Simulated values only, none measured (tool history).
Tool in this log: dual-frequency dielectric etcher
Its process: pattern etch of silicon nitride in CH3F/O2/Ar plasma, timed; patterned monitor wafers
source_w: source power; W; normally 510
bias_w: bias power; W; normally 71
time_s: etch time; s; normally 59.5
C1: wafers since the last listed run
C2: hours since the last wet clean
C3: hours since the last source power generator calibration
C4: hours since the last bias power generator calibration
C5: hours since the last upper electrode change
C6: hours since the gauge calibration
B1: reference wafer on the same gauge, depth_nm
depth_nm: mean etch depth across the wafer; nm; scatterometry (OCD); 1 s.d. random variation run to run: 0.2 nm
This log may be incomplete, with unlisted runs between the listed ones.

Run 1, hour 0: usual settings but time_s 71 s; C1 0; C2 280.7; C3 3297.4; C4 1801.2; C5 5834.2; C6 249.7; B1 42.04. Result: depth_nm 56.11 nm.
Run 2, hour 11.3: usual settings; C1 123; C2 292; C3 3308.7; C4 1812.5; C5 5845.5; C6 261; B1 41.98. Result: depth_nm 47.05 nm.
At hour 49.6: source power generator calibrated.
Run 3, hour 50.1: usual settings but time_s 72.5 s; C1 381; C2 330.8; C3 0.5; C4 1851.3; C5 5884.3; C6 299.8; B1 42.05. Result: depth_nm 57.66 nm.
Run 4, hour 63.2: usual settings but bias_w 62 W; C1 143; C2 343.9; C3 13.6; C4 1864.4; C5 5897.4; C6 312.9; B1 42.01. Result: depth_nm 45.14 nm.
Run 5, hour 80.7: usual settings but bias_w 62 W; C1 191; C2 361.4; C3 31.1; C4 1881.9; C5 5914.9; C6 330.4; B1 41.99. Result: depth_nm 44.86 nm.
Run 6, hour 94.1: usual settings but bias_w 62 W; C1 146; C2 374.8; C3 44.5; C4 1895.3; C5 5928.3; C6 343.8; B1 42.08. Result: depth_nm 44.91 nm.
Run 7, hour 100.9: usual settings but source_w 430 W, bias_w 81 W; C1 74; C2 381.6; C3 51.3; C4 1902.1; C5 5935.1; C6 350.6; B1 42.03. Result: depth_nm 44.97 nm.
Run 8, hour 109.4: usual settings but bias_w 57 W; C1 93; C2 390.1; C3 59.8; C4 1910.6; C5 5943.6; C6 359.1; B1 41.93. Result: depth_nm 43.39 nm.
At hour 116.9: bias power generator calibrated.
Run 9, hour 122.3: usual settings; C1 97; C2 403; C3 72.7; C4 5.4; C5 5956.5; C6 372; B1 41.98. Result: depth_nm 47.18 nm.
Run 10, hour 131.9: usual settings but source_w 610 W; C1 105; C2 412.6; C3 82.3; C4 15; C5 5966.1; C6 381.6; B1 41.96. Result: depth_nm 51.38 nm.
At hour 163.1: gauge calibrated.
At hour 172.4: wet clean of the chamber.
Run 11, hour 172.9: usual settings; C1 186; C2 0.5; C3 123.3; C4 56; C5 6007.1; C6 9.8; B1 41.99. Result: depth_nm 48.14 nm.
Run 12, hour 173.2: usual settings; C1 3; C2 0.8; C3 123.6; C4 56.3; C5 6007.4; C6 10.1; B1 41.99. Result: depth_nm 48.6 nm.
Run 13, hour 173.5: usual settings; C1 3; C2 1.1; C3 123.9; C4 56.6; C5 6007.7; C6 10.4; B1 42.06. Result: depth_nm 48.44 nm.
At hour 201.1: upper electrode replaced, of another model than before.
Run 14, hour 201.6: usual settings but source_w 470 W, bias_w 83 W, time_s 66 s; C1 44; C2 29.2; C3 152; C4 84.7; C5 0.5; C6 38.5; B1 41.98. Result: depth_nm 54.71 nm.
Run 15, hour 201.9: usual settings but bias_w 79 W, time_s 54 s; C1 3; C2 29.5; C3 152.3; C4 85; C5 0.8; C6 38.8; B1 41.96. Result: depth_nm 44.79 nm.
Run 16, hour 206.2: usual settings; C1 47; C2 33.8; C3 156.6; C4 89.3; C5 5.1; C6 43.1; B1 41.97. Result: depth_nm 48.38 nm.
Run 17, hour 212.9: usual settings but bias_w 78 W, time_s 66 s; C1 73; C2 40.5; C3 163.3; C4 96; C5 11.8; C6 49.8; B1 42. Result: depth_nm 54.21 nm.
Run 18, hour 226.6: usual settings but bias_w 79 W, time_s 54 s; C1 150; C2 54.2; C3 177; C4 109.7; C5 25.5; C6 63.5; B1 41.97. Result: depth_nm 44.82 nm.
Run 19, hour 239.2: usual settings; C1 138; C2 66.8; C3 189.6; C4 122.3; C5 38.1; C6 76.1; B1 41.99. Result: depth_nm 48.14 nm.
Run 20, hour 254.7: usual settings but source_w 560 W, bias_w 81 W, time_s 47.5 s; C1 169; C2 82.3; C3 205.1; C4 137.8; C5 53.6; C6 91.6; B1 41.96. Result: depth_nm 40.66 nm.
Run 21, hour 270.4: usual settings; C1 172; C2 98; C3 220.8; C4 153.5; C5 69.3; C6 107.3; B1 42. Result: depth_nm 48 nm.
Run 22, hour 278.8: usual settings but source_w 550 W, bias_w 57 W; C1 92; C2 106.4; C3 229.2; C4 161.9; C5 77.7; C6 115.7; B1 42. Result: depth_nm 47.05 nm.
Run 23, hour 285.8: usual settings but time_s 67.5 s; C1 76; C2 113.4; C3 236.2; C4 168.9; C5 84.7; C6 122.7; B1 42.02. Result: depth_nm 54.71 nm.
Run 24, hour 301.6: usual settings; C1 173; C2 129.2; C3 252; C4 184.7; C5 100.5; C6 138.5; B1 42.07. Result: depth_nm 47.85 nm.
Run 25, hour 310.6: usual settings but source_w 570 W; C1 98; C2 138.2; C3 261; C4 193.7; C5 109.5; C6 147.5; B1 41.97. Result: depth_nm 49.21 nm.
Run 26, hour 317.9: usual settings but source_w 550 W, bias_w 55 W; C1 80; C2 145.5; C3 268.3; C4 201; C5 116.8; C6 154.8; B1 41.96. Result: depth_nm 45.91 nm.
Run 27, hour 327.3: usual settings but source_w 550 W, bias_w 81 W, time_s 69 s; C1 103; C2 154.9; C3 277.7; C4 210.4; C5 126.2; C6 164.2; B1 41.96. Result: depth_nm 58.66 nm.
Run 28, hour 335.7: usual settings but time_s 69 s; C1 92; C2 163.3; C3 286.1; C4 218.8; C5 134.6; C6 172.6; B1 42.02. Result: depth_nm 55.64 nm.
Run 29, hour 344.7: usual settings but source_w 590 W; C1 98; C2 172.3; C3 295.1; C4 227.8; C5 143.6; C6 181.6; B1 42.02. Result: depth_nm 49.73 nm.
Run 30, hour 380.2: usual settings but source_w 620 W, bias_w 57 W, time_s 77.5 s; C1 389; C2 207.8; C3 330.6; C4 263.3; C5 179.1; C6 217.1; B1 42.05. Result: depth_nm 62.34 nm.
Run 31, hour 391: usual settings but source_w 560 W, bias_w 63 W, time_s 76.5 s; C1 118; C2 218.6; C3 341.4; C4 274.1; C5 189.9; C6 227.9; B1 42.01. Result: depth_nm 61.81 nm.

3 ways to go on from here, each from the tool as it stands after run 31. What would each give?
Run A, hour 391.4: usual settings; C1 4; C2 219; C3 341.8; C4 274.5; C5 190.3; C6 228.3; B1 ?. Result: depth_nm ?.
Run B, hour 391.4: usual settings but bias_w 63 W, time_s 45 s; C1 4; C2 219; C3 341.8; C4 274.5; C5 190.3; C6 228.3; B1 ?. Result: depth_nm ?.
Run C, hour 391.4: usual settings but time_s 72 s; C1 4; C2 219; C3 341.8; C4 274.5; C5 190.3; C6 228.3; B1 ?. Result: depth_nm ?.

run     B1  depth_nm
  A  42.03     47.65
  B  42.03      35.1
  C  42.03     57.66
With the hidden condition removed and each run's random variation left untouched, the same runs would have given:
run  depth_nm
  A     48.21
  B     35.51
  C     58.33
